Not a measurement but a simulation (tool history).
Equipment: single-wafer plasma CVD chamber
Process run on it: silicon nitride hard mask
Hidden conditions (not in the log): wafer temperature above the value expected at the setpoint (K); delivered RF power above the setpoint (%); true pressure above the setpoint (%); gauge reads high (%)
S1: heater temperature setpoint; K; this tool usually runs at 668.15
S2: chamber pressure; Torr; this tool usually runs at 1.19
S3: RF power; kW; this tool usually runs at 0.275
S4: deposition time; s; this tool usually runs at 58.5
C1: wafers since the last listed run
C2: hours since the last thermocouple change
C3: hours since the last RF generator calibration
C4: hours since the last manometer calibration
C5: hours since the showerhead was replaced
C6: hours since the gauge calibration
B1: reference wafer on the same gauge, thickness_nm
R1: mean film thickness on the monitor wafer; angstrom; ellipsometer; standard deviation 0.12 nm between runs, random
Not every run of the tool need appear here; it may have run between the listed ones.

Run 1, hour 0: usual settings but S1 664.15 K, S2 1.02 Torr; C1 0; C2 282.5; C3 861.4; C4 568.4; C5 3813.7; C6 793.2; B1 49.377. Result: R1 544.01 angstrom.
Run 2, hour 79: usual settings but S1 664.15 K, S2 1.02 Torr; C1 1355; C2 361.5; C3 940.4; C4 647.4; C5 3892.7; C6 872.2; B1 49.386. Result: R1 540.66 angstrom.
Run 3, hour 128: usual settings but S1 664.15 K, S2 1.02 Torr; C1 840; C2 410.5; C3 989.4; C4 696.4; C5 3941.7; C6 921.2; B1 49.411. Result: R1 542.78 angstrom.
Run 4, hour 165.2: usual settings but S4 64.7 s; C1 638; C2 447.7; C3 1026.6; C4 733.6; C5 3978.9; C6 958.4; B1 49.378. Result: R1 636.74 angstrom.
Run 5, hour 251.9: usual settings; C1 1487; C2 534.4; C3 1113.3; C4 820.3; C5 4065.6; C6 1045.1; B1 49.429. Result: R1 575.8 angstrom.
Run 6, hour 347.9: usual settings; C1 1647; C2 630.4; C3 1209.3; C4 916.3; C5 4161.6; C6 1141.1; B1 49.385. Result: R1 575.94 angstrom.
Run 7, hour 426.8: usual settings; C1 1353; C2 709.3; C3 1288.2; C4 995.2; C5 4240.5; C6 1220; B1 49.43. Result: R1 573.43 angstrom.
Run 8, hour 494.5: usual settings; C1 1161; C2 777; C3 1355.9; C4 1062.9; C5 4308.2; C6 1287.7; B1 49.379. Result: R1 571.82 angstrom.
Run 9, hour 544.9: usual settings but S3 0.285 kW; C1 864; C2 827.4; C3 1406.3; C4 1113.3; C5 4358.6; C6 1338.1; B1 49.351. Result: R1 583.39 angstrom.
Run 10, hour 633.6: usual settings but S4 56.1 s; C1 1522; C2 916.1; C3 1495; C4 1202; C5 4447.3; C6 1426.8; B1 49.42. Result: R1 548.73 angstrom.
Run 11, hour 733.4: usual settings but S4 56.1 s; C1 1712; C2 1015.9; C3 1594.8; C4 1301.8; C5 4547.1; C6 1526.6; B1 49.374. Result: R1 547.38 angstrom.
Run 12, hour 805.3: usual settings but S2 1.32 Torr; C1 1233; C2 1087.8; C3 1666.7; C4 1373.7; C5 4619; C6 1598.5; B1 49.378. Result: R1 592.14 angstrom.
Run 13, hour 855.8: usual settings but S3 0.285 kW; C1 866; C2 1138.3; C3 1717.2; C4 1424.2; C5 4669.5; C6 1649; B1 49.396. Result: R1 581.29 angstrom.
Run 14, hour 916.6: usual settings; C1 1043; C2 1199.1; C3 1778; C4 1485; C5 4730.3; C6 1709.8; B1 49.421. Result: R1 569.07 angstrom.
Run 15, hour 1006.1: usual settings but S1 675.15 K, S2 1 Torr, S3 0.305 kW, S4 53.2 s; C1 1535; C2 1288.6; C3 1867.5; C4 1574.5; C5 4819.8; C6 1799.3; B1 49.423. Result: R1 506.64 angstrom.
Run 16, hour 1101.8: usual settings but S2 1.34 Torr, S3 0.23 kW, S4 66.2 s; C1 1642; C2 1384.3; C3 1963.2; C4 1670.2; C5 4915.5; C6 1895; B1 49.433. Result: R1 609.28 angstrom.
At hour 1112.8: gauge calibrated.
At hour 1141.1: capacitance manometer re-zeroed and calibrated.
At hour 1147.8: showerhead replaced.
At hour 1169.6: thermocouple changed; heater temperature recalibrated.
Run 17, hour 1170.1: usual settings; C1 782; C2 0.5; C3 2031.5; C4 29; C5 22.3; C6 57.3; B1 49.416. Result: R1 566.61 angstrom.
Run 18, hour 1255.7: usual settings but S2 1.46 Torr; C1 1468; C2 86.1; C3 2117.1; C4 114.6; C5 107.9; C6 142.9; B1 49.469. Result: R1 610.56 angstrom.
Run 19, hour 1344.7: usual settings; C1 1527; C2 175.1; C3 2206.1; C4 203.6; C5 196.9; C6 231.9; B1 49.41. Result: R1 564.41 angstrom.
At hour 1405.8: RF generator calibrated.
Run 20, hour 1406.3: usual settings but S3 0.235 kW, S4 48.2 s; C1 919; C2 236.7; C3 0.5; C4 265.2; C5 258.5; C6 293.5; B1 49.43. Result: R1 436.47 angstrom.
Run 21, hour 1451.1: usual settings but S1 673.15 K, S2 1.38 Torr, S4 55.3 s; C1 768; C2 281.5; C3 45.3; C4 310; C5 303.3; C6 338.3; B1 49.364. Result: R1 574.76 angstrom.
Run 22, hour 1509: usual settings but S2 1.11 Torr, S3 0.325 kW; C1 993; C2 339.4; C3 103.2; C4 367.9; C5 361.2; C6 396.2; B1 49.377. Result: R1 613.06 angstrom.
Run 23, hour 1561.7: usual settings but S4 63.9 s; C1 904; C2 392.1; C3 155.9; C4 420.6; C5 413.9; C6 448.9; B1 49.42. Result: R1 630.73 angstrom.
Run 24, hour 1696.6: usual settings but S1 678.15 K, S2 1.44 Torr, S3 0.295 kW, S4 63.7 s; C1 2314; C2 527; C3 290.8; C4 555.5; C5 548.8; C6 583.8; B1 49.416. Result: R1 696.86 angstrom.
Run 25, hour 1776: usual settings; C1 1362; C2 606.4; C3 370.2; C4 634.9; C5 628.2; C6 663.2; B1 49.372. Result: R1 576.14 angstrom.

Consider 3 possible next runs. They are alternatives, not a sequence: every one starts from the tool as it was left by run 25. What does each give?
Run A, hour 1776.4: usual settings; C1 6; C2 606.8; C3 370.6; C4 635.3; C5 628.6; C6 663.6; B1 ?. Result: R1 ?.
Run B, hour 1776.4: usual settings but S4 62.3 s; C1 6; C2 606.8; C3 370.6; C4 635.3; C5 628.6; C6 663.6; B1 ?. Result: R1 ?.
Run C, hour 1776.4: usual settings but S2 0.95 Torr, S3 0.3 kW; C1 6; C2 606.8; C3 370.6; C4 635.3; C5 628.6; C6 663.6; B1 ?. Result: R1 ?.

run      B1      R1
  A  49.406  578.23
  B  49.406  615.73
  C  49.406  551.01
Take away the tool's hidden state, keep each run's random variation, and the runs would have read:
run      R1
  A  580.13
  B  617.75
  C  552.82
